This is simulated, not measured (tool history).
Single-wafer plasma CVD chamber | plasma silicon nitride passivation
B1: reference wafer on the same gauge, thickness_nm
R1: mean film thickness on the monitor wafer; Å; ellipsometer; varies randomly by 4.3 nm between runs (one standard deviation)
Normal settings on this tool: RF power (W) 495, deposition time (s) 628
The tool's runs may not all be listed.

{"run": 1, "day": 0.0, "RF power (W)": 495, "deposition time (s)": 628, "B1": 821.983, "R1": 8648.6}
{"run": 2, "day": 0.775, "RF power (W)": 495, "deposition time (s)": 628, "B1": 823.031, "R1": 8568.4}
{"run": 3, "day": 1.562, "RF power (W)": 495, "deposition time (s)": 628, "B1": 822.746, "R1": 8588.67}
{"run": 4, "day": 2.575, "RF power (W)": 495, "deposition time (s)": 628, "B1": 821.987, "R1": 8499.3}
{"run": 5, "day": 5.217, "RF power (W)": 495, "deposition time (s)": 628, "B1": 822.561, "R1": 8549.53}
{"run": 6, "day": 6.238, "RF power (W)": 495, "deposition time (s)": 628, "B1": 824.439, "R1": 8607.08}
{"run": 7, "day": 6.754, "RF power (W)": 495, "deposition time (s)": 664, "B1": 822.529, "R1": 9063.29}
{"day": 7.133, "done": "RF generator calibrated"}
{"run": 8, "day": 8.225, "RF power (W)": 495, "deposition time (s)": 628, "B1": 823.896, "R1": 8607.83}
{"run": 9, "day": 8.996, "RF power (W)": 495, "deposition time (s)": 628, "B1": 823.449, "R1": 8535.6}
{"day": 9.783, "done": "gauge calibrated"}
{"run": 10, "day": 10.004, "RF power (W)": 555, "deposition time (s)": 680, "B1": 824.574, "R1": 9437.72}
{"run": 11, "day": 10.85, "RF power (W)": 545, "deposition time (s)": 582, "B1": 823.803, "R1": 8117.6}
{"run": 12, "day": 11.371, "RF power (W)": 415, "deposition time (s)": 628, "B1": 821.087, "R1": 8348.09}
{"run": 13, "day": 12.188, "RF power (W)": 560, "deposition time (s)": 687, "B1": 824.885, "R1": 9609.91}
{"day": 12.588, "done": "showerhead replaced"}
{"run": 14, "day": 13.371, "RF power (W)": 495, "deposition time (s)": 628, "B1": 822.564, "R1": 8571.63}
{"run": 15, "day": 14.771, "RF power (W)": 430, "deposition time (s)": 628, "B1": 822.873, "R1": 8428.97}
{"run": 16, "day": 19.112, "RF power (W)": 495, "deposition time (s)": 527, "B1": 824.069, "R1": 7198.18}
{"run": 17, "day": 20.608, "RF power (W)": 405, "deposition time (s)": 520, "B1": 823.71, "R1": 6846.16}
{"run": 18, "day": 21.425, "RF power (W)": 495, "deposition time (s)": 628, "B1": 822.481, "R1": 8556.34}

Run-by-run hidden state of the tool:
delivered RF power above the setpoint (%): 0 in every run
gauge reads high (%): 0 in every run

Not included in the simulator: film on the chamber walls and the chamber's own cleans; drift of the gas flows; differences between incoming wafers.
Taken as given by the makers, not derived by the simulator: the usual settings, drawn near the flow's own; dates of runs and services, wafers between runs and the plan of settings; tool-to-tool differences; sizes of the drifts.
